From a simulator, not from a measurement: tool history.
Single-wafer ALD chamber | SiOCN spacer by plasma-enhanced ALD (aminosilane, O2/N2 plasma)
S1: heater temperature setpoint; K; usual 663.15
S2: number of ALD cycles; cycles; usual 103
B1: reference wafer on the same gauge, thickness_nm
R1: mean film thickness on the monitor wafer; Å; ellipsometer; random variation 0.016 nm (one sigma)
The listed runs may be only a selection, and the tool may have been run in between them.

{"run": 1, "hour": 0.0, "S1": 663.15, "S2": 103, "B1": 5.999, "R1": 64.25}
{"run": 2, "hour": 26.0, "S1": 656.15, "S2": 103, "B1": 6.012, "R1": 64.45}
{"run": 3, "hour": 57.1, "S1": 675.15, "S2": 103, "B1": 6.011, "R1": 64.16}
{"run": 4, "hour": 87.2, "S1": 663.15, "S2": 103, "B1": 6.016, "R1": 64.07}
{"run": 5, "hour": 119.7, "S1": 663.15, "S2": 103, "B1": 6.024, "R1": 64.53}
{"run": 6, "hour": 134.9, "S1": 663.15, "S2": 103, "B1": 6.026, "R1": 64.42}
{"run": 7, "hour": 158.2, "S1": 663.15, "S2": 103, "B1": 6.034, "R1": 64.66}
{"run": 8, "hour": 186.4, "S1": 674.15, "S2": 103, "B1": 6.033, "R1": 64.85}
{"run": 9, "hour": 201.5, "S1": 674.15, "S2": 103, "B1": 6.042, "R1": 64.67}
{"run": 10, "hour": 225.2, "S1": 668.15, "S2": 103, "B1": 6.041, "R1": 64.78}
{"run": 11, "hour": 242.1, "S1": 668.15, "S2": 103, "B1": 6.037, "R1": 64.69}
{"run": 12, "hour": 265.3, "S1": 668.15, "S2": 103, "B1": 6.049, "R1": 64.79}
{"run": 13, "hour": 300.2, "S1": 663.15, "S2": 103, "B1": 6.061, "R1": 64.8}
{"run": 14, "hour": 323.5, "S1": 663.15, "S2": 103, "B1": 6.062, "R1": 64.66}
{"run": 15, "hour": 352.5, "S1": 663.15, "S2": 103, "B1": 6.074, "R1": 65.1}
{"run": 16, "hour": 370.0, "S1": 663.15, "S2": 103, "B1": 6.073, "R1": 64.87}
{"hour": 379.7, "done": "thermocouple changed; heater temperature recalibrated"}
{"run": 17, "hour": 401.6, "S1": 663.15, "S2": 103, "B1": 6.086, "R1": 65.35}
{"run": 18, "hour": 433.4, "S1": 663.15, "S2": 103, "B1": 6.088, "R1": 65.23}
{"run": 19, "hour": 451.9, "S1": 653.15, "S2": 103, "B1": 6.088, "R1": 65.24}
{"run": 20, "hour": 474.7, "S1": 649.15, "S2": 86, "B1": 6.099, "R1": 54.83}
{"run": 21, "hour": 494.3, "S1": 654.15, "S2": 98, "B1": 6.108, "R1": 62.29}
{"run": 22, "hour": 523.8, "S1": 667.15, "S2": 91, "B1": 6.118, "R1": 57.85}
{"run": 23, "hour": 552.2, "S1": 649.15, "S2": 118, "B1": 6.132, "R1": 75.24}
{"run": 24, "hour": 574.3, "S1": 671.15, "S2": 114, "B1": 6.136, "R1": 72.94}
{"run": 25, "hour": 590.6, "S1": 669.15, "S2": 110, "B1": 6.138, "R1": 70.11}
{"run": 26, "hour": 625.4, "S1": 654.15, "S2": 83, "B1": 6.153, "R1": 52.98}
{"run": 27, "hour": 647.1, "S1": 663.15, "S2": 103, "B1": 6.158, "R1": 65.91}
{"run": 28, "hour": 668.8, "S1": 653.15, "S2": 120, "B1": 6.177, "R1": 77.03}
{"run": 29, "hour": 684.0, "S1": 663.15, "S2": 103, "B1": 6.174, "R1": 66.19}
{"run": 30, "hour": 710.7, "S1": 663.15, "S2": 103, "B1": 6.18, "R1": 65.86}
{"hour": 750.7, "done": "gauge calibrated"}
{"run": 31, "hour": 796.2, "S1": 663.15, "S2": 103, "B1": 5.993, "R1": 64.16}
{"run": 32, "hour": 831.6, "S1": 663.15, "S2": 103, "B1": 5.987, "R1": 64.05}
{"run": 33, "hour": 864.7, "S1": 657.15, "S2": 116, "B1": 5.99, "R1": 72.47}
{"run": 34, "hour": 898.7, "S1": 663.15, "S2": 103, "B1": 5.99, "R1": 63.95}
{"run": 35, "hour": 921.0, "S1": 663.15, "S2": 103, "B1": 5.995, "R1": 64.19}
{"run": 36, "hour": 948.0, "S1": 674.15, "S2": 110, "B1": 5.997, "R1": 68.55}
{"run": 37, "hour": 980.2, "S1": 676.15, "S2": 88, "B1": 6.001, "R1": 54.68}

Forecast each of these 4 alternatives for the next run:
{"run": "A", "hour": 980.8, "S1": 663.15, "S2": 103, "B1": "?", "R1": "?"}
{"run": "B", "hour": 980.8, "S1": 663.15, "S2": 88, "B1": "?", "R1": "?"}
{"run": "C", "hour": 980.8, "S1": 677.15, "S2": 116, "B1": "?", "R1": "?"}
{"run": "D", "hour": 980.8, "S1": 671.15, "S2": 110, "B1": "?", "R1": "?"}

run=A B1=6.002 R1=64.56
run=B B1=6.002 R1=55.15
run=C B1=6.002 R1=72.2
run=D B1=6.002 R1=68.94
Without the tool's hidden state the same runs would have given:
run=A R1=64.45
run=B R1=55.07
run=C R1=72.08
run=D R1=68.84
